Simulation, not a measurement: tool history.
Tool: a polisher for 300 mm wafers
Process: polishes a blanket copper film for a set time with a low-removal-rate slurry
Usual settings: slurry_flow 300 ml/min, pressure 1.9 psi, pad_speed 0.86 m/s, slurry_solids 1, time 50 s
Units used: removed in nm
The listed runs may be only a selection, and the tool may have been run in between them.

run,hour,slurry_flow,pressure,pad_speed,slurry_solids,time,"incoming thickness of the incoming film, nm",removed
1,0,300,1.9,0.86,1.2,50,653.8,76.5
2,14,300,1.9,0.86,1.2,50,661.1,74.7
3,44,300,1.9,0.86,1,50,641.5,72.5
4,64.7,300,1.9,0.86,1,50,651.1,74.3
# hour 95.1: worn pad replaced by a new one
5,96.8,300,1.9,0.86,1,50,650.4,72.5
6,127.3,300,1.6,0.74,1,50,656.8,56.4
7,154.1,330,1.9,0.86,1,50,650.9,71.8
8,183,330,1.9,0.86,1,50,645.2,73.8
9,195.9,330,1.9,0.86,1,50,653.3,72.9
# hour 218.4: slurry nozzle cleaned
# hour 222.6: slurry blender recalibrated
10,223.1,300,1.9,0.86,1,50,649.5,72.3
# hour 234.3: head pressure recalibrated
11,251.3,300,1.9,0.86,1,36,638.6,51.4
# hour 280.6: worn pad replaced by a new one
12,285.6,300,2.2,0.76,0.85,63,638.6,92.3
13,317.4,300,2.3,0.58,1,59,650.3,78.8
14,346.3,330,1.6,0.86,0.85,40,649.2,48.1
15,365.2,300,1.9,0.86,1,50,642.5,72.7
16,386.7,195,1.7,0.98,0.7,50,649.9,65
17,414.1,405,1.9,0.86,1,50,647.7,74.9
18,437,300,1.9,0.86,1,62,641.7,89.6
19,477.6,300,1.3,0.86,1,50,653.9,52
20,509,300,1.9,0.86,1.15,50,655.7,73.4
# hour 514.9: worn pad replaced by a new one
21,524.2,300,2.2,0.86,1.15,50,651.8,85.3
22,541,300,1.9,0.86,1,50,648.1,73
23,576.7,300,1.9,0.86,1,36,653.4,52.5
24,603.2,300,1.9,0.86,1,50,653.1,73.3

For run 25, what comes out?
# hour 622.3: slurry blender recalibrated
25,622.8,300,1.9,0.86,1.1,50,656.7,?

removed: 71.6 nm
Had the tool carried no hidden state, the very same run would have given removed 71.6 nm.

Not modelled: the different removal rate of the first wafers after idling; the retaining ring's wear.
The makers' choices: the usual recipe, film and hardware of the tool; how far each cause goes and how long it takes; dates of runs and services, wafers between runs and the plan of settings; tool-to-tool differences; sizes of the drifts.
